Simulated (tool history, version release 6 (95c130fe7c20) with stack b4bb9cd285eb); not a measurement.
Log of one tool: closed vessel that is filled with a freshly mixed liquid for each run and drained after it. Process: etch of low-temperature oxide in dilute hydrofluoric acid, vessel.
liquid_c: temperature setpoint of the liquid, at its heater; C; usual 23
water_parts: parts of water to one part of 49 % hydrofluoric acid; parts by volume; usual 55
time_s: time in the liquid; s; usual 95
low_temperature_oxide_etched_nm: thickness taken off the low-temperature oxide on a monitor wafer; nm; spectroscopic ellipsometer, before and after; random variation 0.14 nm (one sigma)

run     day  liquid_c  water_parts  time_s  wafers since the last listed run  hours since the thermometer was replaced  hours since the hydrofluoric acid flow meter was replaced  hours since the gauge calibration  read-back film thickness of the low-temperature oxide reference wafer, read on the same gauge (nm)  low_temperature_oxide_etched_nm
  1       0        23           55      95                                 0                                     860.4                                                         78                             1646.3                                                                                               79.98                            16.58
  2   1.533        23           40     110                              2668                                     897.2                                                      114.8                             1683.1                                                                                               79.97                            26.93
  3   4.592        23           40     110                              5323                                     970.6                                                      188.2                             1756.5                                                                                                  80                            26.24
  4   6.592        23           55      95                              3481                                    1018.6                                                      236.2                             1804.5                                                                                               79.98                            16.27
  5   8.354        23           55      95                              3067                                    1060.9                                                      278.5                             1846.8                                                                                               79.97                            16.19
     10.179  -- thermometer replaced
  6  11.071        27           55      95                              4656                                      21.4                                                      343.7                               1912                                                                                               80.02                            20.73
  7  13.958        23           55      95                              5026                                      90.7                                                        413                             1981.3                                                                                               80.03                             17.5
  8  17.988        23           55      95                              7013                                     187.4                                                      509.7                               2078                                                                                               80.06                            17.54
  9  20.592        23           55      95                              4532                                     249.9                                                      572.2                             2140.5                                                                                               79.98                            17.18
     23.354  -- hydrofluoric acid flow meter replaced
 10  25.017        23           55      95                              7629                                     356.1                                                       39.9                             2246.7                                                                                               80.01                            17.24
     26.858  -- gauge calibrated
 11  27.712        23           50      65                              4692                                     420.8                                                      104.6                               20.5                                                                                                  80                            12.93
 12  40.362        23           50      65                             22018                                     724.4                                                      408.2                              324.1                                                                                               79.97                            12.49
 13  43.438        23           50      65                              5352                                     798.2                                                        482                              397.9                                                                                                  80                            12.38
 14  46.258      24.5           40      45                              4910                                     865.9                                                      549.7                              465.6                                                                                               80.02                             11.5
 15  50.612      24.5           75     150                              7578                                     970.4                                                      654.2                              570.1                                                                                               80.02                            19.55
     51.129  -- hydrofluoric acid flow meter replaced
     53.271  -- thermometer replaced
 16  54.175        23           55     135                              6055                                      21.7                                                       73.1                              655.6                                                                                               79.99                            25.35
 17   56.45        18           55     110                              3959                                      76.3                                                      127.7                              710.2                                                                                               79.99                            16.74
 18  59.858        27           70      60                              5932                                     158.1                                                      209.5                                792                                                                                               80.03                            10.11
 19  63.212      26.5           75     125                              5838                                     238.6                                                        290                              872.5                                                                                               79.96                            19.05
 20  65.638      26.5           55      45                              4221                                     296.8                                                      348.2                              930.7                                                                                                  80                             9.55
 21  68.304      20.5           80     140                              4641                                     360.8                                                      412.2                              994.7                                                                                                  80                            15.35
 22  70.396      27.5           55      95                              3640                                       411                                                      462.4                             1044.9                                                                                               80.01                            20.65
 23   74.35        23           55      95                              6882                                     505.9                                                      557.3                             1139.8                                                                                               79.99                            17.28
 24  78.146        23           40     110                              6607                                       597                                                      648.4                             1230.9                                                                                               80.02                            27.51
 25  79.696        23           65     135                              2697                                     634.2                                                      685.6                             1268.1                                                                                               80.03                            20.08
     82.333  -- hydrofluoric acid flow meter replaced
 26  82.467        23           55      95                              4750                                     700.7                                                        3.2                             1334.6                                                                                               79.98                            16.63
 27  85.667        28           55     125                              5569                                     777.5                                                         80                             1411.4                                                                                               79.97                            27.07

Forecast each of these 5 alternatives for the next run:
  A  85.696        23           55      95                                50                                     778.2                                                       80.7                             1412.1                                                                                                   ?                                ?
  B  85.696        23           85      95                                50                                     778.2                                                       80.7                             1412.1                                                                                                   ?                                ?
  C  85.696        21           65      45                                50                                     778.2                                                       80.7                             1412.1                                                                                                   ?                                ?
  D  85.696        21           45      70                                50                                     778.2                                                       80.7                             1412.1                                                                                                   ?                                ?
  E  85.696      25.5           40      95                                50                                     778.2                                                       80.7                             1412.1                                                                                                   ?                                ?

run  read-back film thickness of the low-temperature oxide reference wafer, read on the same gauge (nm)  low_temperature_oxide_etched_nm
  A                                                                                               79.99                            16.74
  B                                                                                               79.99                            10.45
  C                                                                                               79.99                              6.1
  D                                                                                               79.99                            14.02
  E                                                                                               79.99                            26.05
Without the tool's hidden state the same runs would have given:
run  low_temperature_oxide_etched_nm
  A                            18.07
  B                            11.26
  C                             6.58
  D                            15.16
  E                            28.09
